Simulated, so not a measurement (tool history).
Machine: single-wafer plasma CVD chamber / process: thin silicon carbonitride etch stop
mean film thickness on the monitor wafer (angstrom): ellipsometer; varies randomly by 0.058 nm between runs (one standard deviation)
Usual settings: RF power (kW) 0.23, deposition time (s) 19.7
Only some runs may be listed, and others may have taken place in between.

run    hour  RF power (kW)  deposition time (s)  read-back reference wafer on the same gauge, thickness_nm  mean film thickness on the monitor wafer (angstrom)
  1       0           0.23                 18.1                                                     13.685                                               109.78
       62.8  -- RF generator calibrated
  2    88.1           0.23                 18.1                                                     13.711                                                  109
  3   182.9           0.23                 19.7                                                       13.7                                               118.03
  4   252.3           0.23                 19.7                                                     13.687                                               119.02
  5   289.2          0.195                 19.7                                                     13.653                                               113.37
  6   353.2          0.195                 19.7                                                     13.661                                               113.73
  7   441.1          0.195                 19.7                                                     13.632                                               112.28
  8   486.1           0.24                 19.7                                                     13.622                                               119.46
  9   524.9           0.24                 19.7                                                     13.622                                               119.14
 10   593.3          0.205                 20.8                                                     13.591                                               121.31
 11   630.7           0.23                 16.9                                                     13.587                                               101.27
 12   699.2           0.23                 16.9                                                     13.575                                               102.01
 13   757.5           0.23                 18.9                                                     13.553                                               113.34
 14   811.3           0.23                 19.7                                                     13.536                                               117.08
 15   875.7           0.23                 19.7                                                     13.486                                               117.11
      891.6  -- RF generator calibrated
 16     928           0.23                 19.7                                                      13.48                                               116.67
 17  1012.7          0.245                 22.5                                                     13.448                                               134.39
 18  1099.6           0.23                 17.9                                                     13.416                                               105.94
 19  1195.5          0.195                 22.6                                                     13.374                                                  128
     1229.9  -- thermocouple changed; heater temperature recalibrated
 20  1283.5           0.26                 21.6                                                     13.333                                               130.92
 21  1383.7           0.23                 19.7                                                     13.291                                               115.71
 22  1427.1           0.23                 19.7                                                     13.269                                               114.56
 23  1497.4           0.25                   17                                                     13.231                                               100.87
     1505.1  -- gauge calibrated
 24  1603.8           0.26                   22                                                     13.699                                               136.94
     1626.5  -- RF generator calibrated
     1658.2  -- showerhead replaced
 25  1697.9          0.265                 21.5                                                     13.697                                               134.84
 26  1749.5           0.23                 19.7                                                     13.699                                               118.88
 27  1848.8           0.23                 19.7                                                     13.695                                               119.43
 28  1932.7           0.23                 18.9                                                     13.674                                               113.76
 29  2015.1          0.215                 18.2                                                     13.672                                                107.7
 30  2102.4           0.23                 19.7                                                     13.651                                               119.39
 31  2209.6           0.23                 20.9                                                     13.619                                               125.76
 32  2294.5          0.205                 21.4                                                     13.609                                               125.25
 33  2365.6          0.255                 22.8                                                     13.602                                               140.59

Here are 3 independent what-if runs from the current tool condition. What would each one return?
  A  2366           0.23                 19.7                                                          ?                                                    ?
  B  2366           0.25                 17.1                                                          ?                                                    ?
  C  2366           0.23                 22.3                                                          ?                                                    ?

run  read-back reference wafer on the same gauge, thickness_nm  mean film thickness on the monitor wafer (angstrom)
  A                                                     13.591                                               118.89
  B                                                     13.591                                               105.52
  C                                                     13.591                                               134.59
The same runs, with their run-to-run variation unchanged, on a tool lacking any hidden condition would have given:
run  mean film thickness on the monitor wafer (angstrom)
  A                                               119.87
  B                                               106.38
  C                                               135.69
